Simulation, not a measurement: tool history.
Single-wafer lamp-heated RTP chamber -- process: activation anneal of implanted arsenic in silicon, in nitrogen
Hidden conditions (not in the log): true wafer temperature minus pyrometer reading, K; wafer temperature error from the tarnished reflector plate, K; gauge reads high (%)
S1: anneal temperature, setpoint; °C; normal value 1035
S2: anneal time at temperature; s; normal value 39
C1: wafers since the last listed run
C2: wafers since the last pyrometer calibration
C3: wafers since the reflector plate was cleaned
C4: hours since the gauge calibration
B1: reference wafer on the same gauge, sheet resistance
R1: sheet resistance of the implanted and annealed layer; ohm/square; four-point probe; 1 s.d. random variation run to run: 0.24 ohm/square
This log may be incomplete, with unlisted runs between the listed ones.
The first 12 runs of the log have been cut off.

| run | day | S1 | S2 | C1 | C2 | C3 | C4 | B1 | R1 |
|---|---|---|---|---|---|---|---|---|---|
| 13 | 6.758 | 1035 | 57 | 107 | 2574 | 7423 | 593.3 | 111.99 | 122.64 |
| 14 | 7.35 | 1035 | 39 | 120 | 2695 | 7544 | 607.5 | 112 | 126.35 |
| 15 | 7.633 | 1060 | 49 | 57 | 2752 | 7602 | 614.3 | 111.99 | 118.67 |
| 16 | 7.962 | 1012 | 39 | 67 | 2820 | 7669 | 622.2 | 111.98 | 132.09 |
| 17 | 8.508 | 1021 | 27 | 111 | 2931 | 7781 | 635.3 | 112.03 | 134.72 |
| 18 | 9.054 | 1047 | 30 | 111 | 3043 | 7892 | 648.4 | 112.04 | 126.15 |
| 19 | 9.8 | 1019 | 58 | 152 | 3195 | 8044 | 666.3 | 112.02 | 125.79 |
| 20 | 10.429 | 1035 | 39 | 128 | 3323 | 8173 | 681.4 | 111.97 | 125.71 |
| 21 | 10.842 | 1035 | 23 | 84 | 3407 | 8257 | 691.3 | 111.97 | 132.15 |
| 22 | 11.217 | 1014 | 27 | 76 | 3484 | 8333 | 700.3 | 111.96 | 135.75 |
|  | 11.583 | reflector plate cleaned |
|  | 11.617 | gauge calibrated |
| 23 | 11.779 | 1016 | 39 | 46 | 3531 | 39 | 3.9 | 112.01 | 132.12 |
| 24 | 12.367 | 1026 | 61 | 119 | 3651 | 159 | 18 | 111.98 | 124.39 |

Forecast run 25:
| 25 | 13.108 | 1035 | 26 | 151 | 3802 | 311 | 35.8 | ? | ? |

{"run 25": {"B1": 112.06, "R1": 131.9}}
Take away the tool's hidden state, keep the run-to-run variation as it was, and the same run would have given R1 134.72 ohm/square.
